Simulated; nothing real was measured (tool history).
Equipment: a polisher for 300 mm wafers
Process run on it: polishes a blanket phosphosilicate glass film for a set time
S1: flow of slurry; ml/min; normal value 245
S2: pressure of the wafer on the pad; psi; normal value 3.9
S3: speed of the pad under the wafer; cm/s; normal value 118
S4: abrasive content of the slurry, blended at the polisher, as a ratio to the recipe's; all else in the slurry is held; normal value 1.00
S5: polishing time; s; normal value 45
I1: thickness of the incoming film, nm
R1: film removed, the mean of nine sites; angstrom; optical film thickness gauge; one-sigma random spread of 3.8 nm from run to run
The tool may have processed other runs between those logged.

{"run": 1, "hour": 0.0, "S1": 245, "S2": 3.9, "S3": 118, "S4": 1.0, "S5": 45, "I1": 4093.2, "R1": 4304}
{"hour": 10.3, "done": "worn pad replaced by a new one"}
{"hour": 13.7, "done": "slurry blender recalibrated"}
{"run": 2, "hour": 48.0, "S1": 245, "S2": 3.9, "S3": 118, "S4": 1.0, "S5": 45, "I1": 4045.8, "R1": 4262}
{"run": 3, "hour": 113.7, "S1": 245, "S2": 3.9, "S3": 156, "S4": 1.0, "S5": 45, "I1": 4121.2, "R1": 4927}
{"run": 4, "hour": 142.1, "S1": 245, "S2": 3.1, "S3": 118, "S4": 1.0, "S5": 40, "I1": 4083.9, "R1": 2938}
{"hour": 154.8, "done": "conditioning disc replaced and pad reconditioned"}
{"hour": 164.7, "done": "head pressure recalibrated"}
{"run": 5, "hour": 192.1, "S1": 160, "S2": 3.9, "S3": 88, "S4": 1.0, "S5": 45, "I1": 4148.9, "R1": 3710}
{"run": 6, "hour": 218.5, "S1": 205, "S2": 2.7, "S3": 118, "S4": 0.8, "S5": 33, "I1": 4151.8, "R1": 1991}
{"run": 7, "hour": 284.2, "S1": 175, "S2": 5.1, "S3": 118, "S4": 1.0, "S5": 45, "I1": 4117.6, "R1": 5473}
{"run": 8, "hour": 329.8, "S1": 245, "S2": 3.9, "S3": 118, "S4": 1.0, "S5": 45, "I1": 4111.5, "R1": 4347}
{"hour": 340.2, "done": "slurry nozzle cleaned"}
{"run": 9, "hour": 396.7, "S1": 245, "S2": 3.9, "S3": 118, "S4": 1.0, "S5": 45, "I1": 4084.4, "R1": 4254}
{"run": 10, "hour": 449.0, "S1": 245, "S2": 3.1, "S3": 118, "S4": 1.0, "S5": 40, "I1": 4081.5, "R1": 3019}
{"hour": 457.3, "done": "worn pad replaced by a new one"}
{"hour": 467.8, "done": "slurry blender recalibrated"}
{"run": 11, "hour": 505.0, "S1": 295, "S2": 3.9, "S3": 118, "S4": 1.0, "S5": 45, "I1": 4071.9, "R1": 4218}
{"run": 12, "hour": 559.7, "S1": 165, "S2": 2.7, "S3": 94, "S4": 1.25, "S5": 45, "I1": 4065.8, "R1": 2771}
{"run": 13, "hour": 654.4, "S1": 245, "S2": 3.9, "S3": 118, "S4": 1.0, "S5": 45, "I1": 4066.3, "R1": 4041}
{"hour": 675.3, "done": "conditioning disc replaced and pad reconditioned"}
{"run": 14, "hour": 705.1, "S1": 245, "S2": 3.9, "S3": 118, "S4": 1.0, "S5": 45, "I1": 4031.3, "R1": 4148}
{"run": 15, "hour": 758.1, "S1": 245, "S2": 3.9, "S3": 118, "S4": 1.0, "S5": 45, "I1": 4070.3, "R1": 4070}
{"hour": 780.6, "done": "head pressure recalibrated"}
{"run": 16, "hour": 798.0, "S1": 290, "S2": 3.9, "S3": 118, "S4": 0.75, "S5": 52, "I1": 4027.2, "R1": 4564}
{"run": 17, "hour": 825.4, "S1": 245, "S2": 3.9, "S3": 118, "S4": 1.0, "S5": 45, "I1": 4041.8, "R1": 4451}
{"run": 18, "hour": 869.6, "S1": 245, "S2": 3.9, "S3": 84, "S4": 1.0, "S5": 45, "I1": 4023.5, "R1": 3678}
{"hour": 873.4, "done": "slurry nozzle cleaned"}
{"run": 19, "hour": 916.0, "S1": 220, "S2": 3.9, "S3": 118, "S4": 1.0, "S5": 45, "I1": 4140.0, "R1": 4355}
{"hour": 932.5, "done": "worn pad replaced by a new one"}
{"hour": 967.7, "done": "slurry blender recalibrated"}
{"run": 20, "hour": 971.5, "S1": 305, "S2": 4.3, "S3": 154, "S4": 1.0, "S5": 45, "I1": 4082.1, "R1": 5640}
{"run": 21, "hour": 998.6, "S1": 245, "S2": 3.9, "S3": 132, "S4": 1.0, "S5": 51, "I1": 4094.6, "R1": 5254}
{"run": 22, "hour": 1028.0, "S1": 245, "S2": 3.9, "S3": 118, "S4": 1.0, "S5": 45, "I1": 4139.4, "R1": 4295}
{"run": 23, "hour": 1097.5, "S1": 290, "S2": 3.9, "S3": 118, "S4": 1.15, "S5": 61, "I1": 4087.2, "R1": 6234}
{"run": 24, "hour": 1137.4, "S1": 245, "S2": 3.9, "S3": 118, "S4": 1.0, "S5": 45, "I1": 4065.7, "R1": 4196}
{"hour": 1193.9, "done": "conditioning disc replaced and pad reconditioned"}
{"run": 25, "hour": 1207.6, "S1": 245, "S2": 3.9, "S3": 118, "S4": 0.75, "S5": 45, "I1": 4130.5, "R1": 3661}
{"run": 26, "hour": 1271.3, "S1": 245, "S2": 3.9, "S3": 118, "S4": 1.0, "S5": 45, "I1": 4047.2, "R1": 4263}

The tool's hidden state at each run:
removal rate lost through wear of the pad, %: 0 in every run
slurry flow missing at the pad, %: 0 in every run
abrasive missing from the slurry, %: 0 in every run
H1: deviation of the head's pressure from its setpoint, %
H2: time polished since the conditioner stopped cutting, s
run=1 H1=-4.56 H2=53.8
run=2 H1=-5.31 H2=56.2
run=3 H1=-6.34 H2=58.5
run=4 H1=-6.79 H2=59.2
run=5 H1=-0.152 H2=26.2
run=6 H1=-0.565 H2=33.3
run=7 H1=-1.59 H2=46.7
run=8 H1=-2.31 H2=53.2
run=9 H1=-3.35 H2=60
run=10 H1=-4.17 H2=63.7
run=11 H1=-5.05 H2=66.5
run=12 H1=-5.9 H2=68.4
run=13 H1=-7.39 H2=70.5
run=14 H1=-8.18 H2=10.4
run=15 H1=-9.01 H2=24.2
run=16 H1=-0.032 H2=32
run=17 H1=-0.461 H2=36.3
run=18 H1=-1.15 H2=41.9
run=19 H1=-1.88 H2=46.4
run=20 H1=-2.75 H2=50.2
run=21 H1=-3.17 H2=51.7
run=22 H1=-3.63 H2=53
run=23 H1=-4.72 H2=55.3
run=24 H1=-5.34 H2=56.3
run=25 H1=-6.44 H2=8.44
run=26 H1=-7.44 H2=26.2
